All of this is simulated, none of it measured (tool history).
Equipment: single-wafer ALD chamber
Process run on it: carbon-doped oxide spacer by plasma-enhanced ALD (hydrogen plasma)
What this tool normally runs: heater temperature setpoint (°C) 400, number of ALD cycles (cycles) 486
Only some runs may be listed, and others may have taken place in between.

run   hour  heater temperature setpoint (°C)  number of ALD cycles (cycles)  read-back reference wafer on the same gauge, thickness_nm  mean film thickness on the monitor wafer (Å)
  1    0.0                               400                            486                                                     28.304                                        256.82
  2   32.1                               400                            486                                                     28.301                                        256.69
  3   51.3                               391                            486                                                     28.291                                        256.65
  4   80.2                               391                            486                                                     28.293                                        257.53
  5   93.8                               391                            486                                                     28.314                                        257.72
     104.1  -- gauge calibrated
  6  111.6                               400                            486                                                     28.298                                        257.68
  7  140.3                               400                            486                                                     28.280                                        257.81
  8  157.7                               400                            486                                                     28.294                                        257.04
  9  191.0                               400                            486                                                     28.301                                        257.76
 10  204.0                               400                            486                                                     28.305                                        257.95
 11  229.4                               400                            486                                                     28.289                                        257.16
 12  250.7                               400                            486                                                     28.302                                        257.11
 13  268.9                               392                            554                                                     28.302                                        293.56
 14  283.5                               405                            452                                                     28.295                                        235.70
 15  310.9                               396                            486                                                     28.306                                        258.42
     328.1  -- thermocouple changed; heater temperature recalibrated
 16  344.3                               410                            455                                                     28.303                                        232.34
 17  364.9                               407                            555                                                     28.300                                        287.20
     376.7  -- gauge calibrated
 18  379.9                               395                            408                                                     28.310                                        216.43
 19  406.7                               413                            456                                                     28.296                                        230.43
 20  432.9                               400                            486                                                     28.301                                        257.66
 21  448.6                               407                            555                                                     28.299                                        287.66
 22  471.7                               405                            452                                                     28.293                                        235.50
 23  496.7                               405                            486                                                     28.296                                        253.91
 24  519.0                               405                            514                                                     28.300                                        268.14
 25  540.3                               388                            460                                                     28.298                                        243.70

List, for all runs, the conditions of the tool that the log does not record:
wafer temperature above the value expected at the setpoint (K): 0 in every run
gauge reads high (%): 0 in every run
